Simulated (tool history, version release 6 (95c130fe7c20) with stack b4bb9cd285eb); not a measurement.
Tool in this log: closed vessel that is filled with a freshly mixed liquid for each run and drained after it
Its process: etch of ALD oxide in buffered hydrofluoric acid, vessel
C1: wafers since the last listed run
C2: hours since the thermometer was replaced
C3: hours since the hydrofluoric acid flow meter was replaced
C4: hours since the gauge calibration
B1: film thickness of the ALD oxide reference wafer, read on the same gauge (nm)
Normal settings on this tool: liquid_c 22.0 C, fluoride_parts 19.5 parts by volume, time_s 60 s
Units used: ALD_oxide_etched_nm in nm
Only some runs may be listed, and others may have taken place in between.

{"run": 1, "hour": 0.0, "liquid_c": 22.0, "fluoride_parts": 14.5, "time_s": 60, "C1": 0, "C2": 606.4, "C3": 358.2, "C4": 1261.4, "B1": 110.03, "ALD_oxide_etched_nm": 94.58}
{"run": 2, "hour": 57.4, "liquid_c": 22.0, "fluoride_parts": 19.5, "time_s": 60, "C1": 7510, "C2": 663.8, "C3": 415.6, "C4": 1318.8, "B1": 110.0, "ALD_oxide_etched_nm": 70.71}
{"run": 3, "hour": 141.2, "liquid_c": 22.0, "fluoride_parts": 14.0, "time_s": 60, "C1": 10964, "C2": 747.6, "C3": 499.4, "C4": 1402.6, "B1": 110.0, "ALD_oxide_etched_nm": 100.95}
{"hour": 162.0, "done": "hydrofluoric acid flow meter replaced"}
{"run": 4, "hour": 189.6, "liquid_c": 22.0, "fluoride_parts": 19.5, "time_s": 60, "C1": 6202, "C2": 796.0, "C3": 27.6, "C4": 1451.0, "B1": 110.0, "ALD_oxide_etched_nm": 67.41}
{"run": 5, "hour": 269.4, "liquid_c": 22.0, "fluoride_parts": 19.5, "time_s": 60, "C1": 10441, "C2": 875.8, "C3": 107.4, "C4": 1530.8, "B1": 110.01, "ALD_oxide_etched_nm": 67.33}
{"run": 6, "hour": 334.1, "liquid_c": 22.0, "fluoride_parts": 19.5, "time_s": 60, "C1": 8465, "C2": 940.5, "C3": 172.1, "C4": 1595.5, "B1": 110.02, "ALD_oxide_etched_nm": 68.74}
{"run": 7, "hour": 371.1, "liquid_c": 22.0, "fluoride_parts": 19.5, "time_s": 60, "C1": 4841, "C2": 977.5, "C3": 209.1, "C4": 1632.5, "B1": 110.01, "ALD_oxide_etched_nm": 69.7}
{"run": 8, "hour": 407.5, "liquid_c": 22.0, "fluoride_parts": 25.5, "time_s": 60, "C1": 4762, "C2": 1013.9, "C3": 245.5, "C4": 1668.9, "B1": 110.01, "ALD_oxide_etched_nm": 56.79}
{"run": 9, "hour": 446.4, "liquid_c": 22.0, "fluoride_parts": 25.5, "time_s": 60, "C1": 5089, "C2": 1052.8, "C3": 284.4, "C4": 1707.8, "B1": 109.99, "ALD_oxide_etched_nm": 56.64}
{"run": 10, "hour": 506.9, "liquid_c": 22.0, "fluoride_parts": 25.5, "time_s": 60, "C1": 7916, "C2": 1113.3, "C3": 344.9, "C4": 1768.3, "B1": 110.0, "ALD_oxide_etched_nm": 57.44}
{"run": 11, "hour": 556.8, "liquid_c": 22.0, "fluoride_parts": 19.5, "time_s": 60, "C1": 6529, "C2": 1163.2, "C3": 394.8, "C4": 1818.2, "B1": 110.0, "ALD_oxide_etched_nm": 71.1}
{"hour": 664.3, "done": "hydrofluoric acid flow meter replaced"}
{"run": 12, "hour": 799.8, "liquid_c": 22.0, "fluoride_parts": 19.5, "time_s": 60, "C1": 31664, "C2": 1406.2, "C3": 135.5, "C4": 2061.2, "B1": 110.03, "ALD_oxide_etched_nm": 68.42}
{"run": 13, "hour": 878.1, "liquid_c": 18.5, "fluoride_parts": 19.5, "time_s": 60, "C1": 10245, "C2": 1484.5, "C3": 213.8, "C4": 2139.5, "B1": 109.98, "ALD_oxide_etched_nm": 57.29}
{"hour": 959.0, "done": "gauge calibrated"}
{"run": 14, "hour": 967.4, "liquid_c": 22.0, "fluoride_parts": 19.5, "time_s": 60, "C1": 11684, "C2": 1573.8, "C3": 303.1, "C4": 8.4, "B1": 110.01, "ALD_oxide_etched_nm": 70.1}
{"run": 15, "hour": 1056.2, "liquid_c": 24.5, "fluoride_parts": 15.0, "time_s": 45, "C1": 11619, "C2": 1662.6, "C3": 391.9, "C4": 97.2, "B1": 110.0, "ALD_oxide_etched_nm": 78.98}
{"run": 16, "hour": 1094.7, "liquid_c": 22.0, "fluoride_parts": 19.5, "time_s": 95, "C1": 5037, "C2": 1701.1, "C3": 430.4, "C4": 135.7, "B1": 109.99, "ALD_oxide_etched_nm": 112.94}
{"hour": 1149.3, "done": "hydrofluoric acid flow meter replaced"}
{"run": 17, "hour": 1242.2, "liquid_c": 22.0, "fluoride_parts": 19.5, "time_s": 60, "C1": 19168, "C2": 1848.6, "C3": 92.9, "C4": 283.2, "B1": 110.02, "ALD_oxide_etched_nm": 68.75}
{"run": 18, "hour": 1291.7, "liquid_c": 22.0, "fluoride_parts": 19.5, "time_s": 60, "C1": 6476, "C2": 1898.1, "C3": 142.4, "C4": 332.7, "B1": 110.01, "ALD_oxide_etched_nm": 67.86}
{"run": 19, "hour": 1381.3, "liquid_c": 25.5, "fluoride_parts": 13.5, "time_s": 60, "C1": 11723, "C2": 1987.7, "C3": 232.0, "C4": 422.3, "B1": 110.02, "ALD_oxide_etched_nm": 122.12}
{"hour": 1392.4, "done": "thermometer replaced"}
{"run": 20, "hour": 1444.9, "liquid_c": 22.0, "fluoride_parts": 19.5, "time_s": 60, "C1": 8190, "C2": 52.5, "C3": 295.6, "C4": 485.9, "B1": 109.98, "ALD_oxide_etched_nm": 70.29}
{"run": 21, "hour": 1547.4, "liquid_c": 26.0, "fluoride_parts": 19.5, "time_s": 90, "C1": 13411, "C2": 155.0, "C3": 398.1, "C4": 588.4, "B1": 110.03, "ALD_oxide_etched_nm": 134.78}
{"run": 22, "hour": 1628.9, "liquid_c": 20.0, "fluoride_parts": 27.5, "time_s": 50, "C1": 10663, "C2": 236.5, "C3": 479.6, "C4": 669.9, "B1": 110.02, "ALD_oxide_etched_nm": 41.6}
{"hour": 1631.2, "done": "hydrofluoric acid flow meter replaced"}
{"run": 23, "hour": 1675.7, "liquid_c": 19.0, "fluoride_parts": 19.5, "time_s": 80, "C1": 5992, "C2": 283.3, "C3": 44.5, "C4": 716.7, "B1": 109.96, "ALD_oxide_etched_nm": 75.86}
{"run": 24, "hour": 1715.5, "liquid_c": 24.0, "fluoride_parts": 16.0, "time_s": 40, "C1": 5207, "C2": 323.1, "C3": 84.3, "C4": 756.5, "B1": 110.0, "ALD_oxide_etched_nm": 61.54}
{"run": 25, "hour": 1795.2, "liquid_c": 22.0, "fluoride_parts": 19.5, "time_s": 45, "C1": 10428, "C2": 402.8, "C3": 164.0, "C4": 836.2, "B1": 109.98, "ALD_oxide_etched_nm": 51.46}
{"run": 26, "hour": 1900.0, "liquid_c": 22.0, "fluoride_parts": 19.5, "time_s": 60, "C1": 13712, "C2": 507.6, "C3": 268.8, "C4": 941.0, "B1": 110.0, "ALD_oxide_etched_nm": 70.08}
{"run": 27, "hour": 1948.3, "liquid_c": 22.0, "fluoride_parts": 19.5, "time_s": 90, "C1": 6319, "C2": 555.9, "C3": 317.1, "C4": 989.3, "B1": 110.01, "ALD_oxide_etched_nm": 105.59}

For run 28, what comes out?
{"run": 28, "hour": 2011.4, "liquid_c": 23.5, "fluoride_parts": 19.5, "time_s": 70, "C1": 8256, "C2": 619.0, "C3": 380.2, "C4": 1052.4, "B1": "?", "ALD_oxide_etched_nm": "?"}

{"run 28": {"B1": 110.0, "ALD_oxide_etched_nm": 89.87}}
On a tool with no hidden condition, and with the same random variation, this run would have come out at ALD_oxide_etched_nm 85.00 nm.

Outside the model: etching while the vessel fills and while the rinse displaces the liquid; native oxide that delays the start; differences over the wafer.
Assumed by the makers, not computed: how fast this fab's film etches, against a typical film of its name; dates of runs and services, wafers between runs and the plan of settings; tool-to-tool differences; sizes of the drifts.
